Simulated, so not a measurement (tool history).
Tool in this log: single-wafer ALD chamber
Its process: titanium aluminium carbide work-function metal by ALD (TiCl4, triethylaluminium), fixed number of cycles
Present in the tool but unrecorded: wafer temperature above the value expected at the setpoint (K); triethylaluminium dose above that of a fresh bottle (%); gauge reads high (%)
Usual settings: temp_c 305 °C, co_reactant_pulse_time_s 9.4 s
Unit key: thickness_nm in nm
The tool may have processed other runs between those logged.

run,day,temp_c,co_reactant_pulse_time_s,wafers since the last listed run,hours since the last thermocouple change,hours since the last triethylaluminium bottle change,hours since the showerhead was replaced,hours since the gauge calibration,"read-back reference wafer on the same gauge, thickness_nm",thickness_nm
1,0,310,9.4,0,2267.9,1534.3,2064.7,123,2,2.008
2,1.404,310,9.4,384,2301.6,1568,2098.4,156.7,2.001,2.019
3,1.942,310,9.4,147,2314.5,1580.9,2111.3,169.6,2,2.011
4,2.733,298,9.4,216,2333.5,1599.9,2130.3,188.6,2.002,1.88
5,3.283,305,8.26,150,2346.7,1613.1,2143.5,201.8,2,1.893
6,3.979,305,8.26,190,2363.4,1629.8,2160.2,218.5,2.001,1.878
7,5.008,305,8.26,281,2388.1,1654.5,2184.9,243.2,2,1.883
8,6.492,314,10.18,405,2423.7,1690.1,2220.5,278.8,2.001,2.062
9,7.592,314,10.18,300,2450.1,1716.5,2246.9,305.2,2,2.072
10,8.825,314,10.18,337,2479.7,1746.1,2276.5,334.8,2,2.054
# day 9.662: triethylaluminium bottle replaced
11,10.142,309,9.4,269,2511.3,11.5,2308.1,366.4,2,2.17
12,10.946,309,9.4,220,2530.6,30.8,2327.4,385.7,1.999,2.167
13,11.783,309,9.4,229,2550.7,50.9,2347.5,405.8,2,2.169
14,12.642,313,13.04,234,2571.3,71.5,2368.1,426.4,2.001,2.285
# day 13.062: showerhead replaced
15,13.288,317,11.11,85,2586.8,87,5.4,441.9,2,2.288
16,13.825,299,12.66,147,2599.7,99.9,18.3,454.8,2,2.123
17,15.212,293,8.04,379,2633,133.2,51.6,488.1,2,1.954
18,16.383,305,5.81,320,2661.1,161.3,79.7,516.2,2.001,1.943
# day 17.238: gauge calibrated
# day 17.275: thermocouple changed; heater temperature recalibrated
19,17.296,305,8.03,158,0.5,183.2,101.6,1.4,2,2.061
20,17.721,305,9.4,116,10.7,193.4,111.8,11.6,2.001,2.117
21,19.154,320,6.03,392,45.1,227.8,146.2,46,2,2.094
22,20.042,305,9.4,242,66.4,249.1,167.5,67.3,2,2.11
23,21.446,292,11.45,384,100.1,282.8,201.2,101,2,2.028
24,22.058,301,9.4,167,114.8,297.5,215.9,115.7,2,2.064
25,22.946,311,12.44,242,136.1,318.8,237.2,137,2.001,2.239
26,23.688,305,9.4,202,153.9,336.6,255,154.8,2,2.105

Alternative continuations, all from the tool just after run 26; predict every row:
A,23.704,305,11.44,4,154.3,337,255.4,155.2,?,?
B,23.704,318,8.26,4,154.3,337,255.4,155.2,?,?
C,23.704,318,11.85,4,154.3,337,255.4,155.2,?,?
D,23.704,315,12.58,4,154.3,337,255.4,155.2,?,?
E,23.704,320,11.34,4,154.3,337,255.4,155.2,?,?

run,"read-back reference wafer on the same gauge, thickness_nm",thickness_nm
A,2,2.158
B,2,2.198
C,2,2.303
D,2,2.282
E,2,2.314
Stripped of hidden state, with their random variation kept, the same runs would have yielded:
run,thickness_nm
A,2.179
B,2.239
C,2.323
D,2.3
E,2.337

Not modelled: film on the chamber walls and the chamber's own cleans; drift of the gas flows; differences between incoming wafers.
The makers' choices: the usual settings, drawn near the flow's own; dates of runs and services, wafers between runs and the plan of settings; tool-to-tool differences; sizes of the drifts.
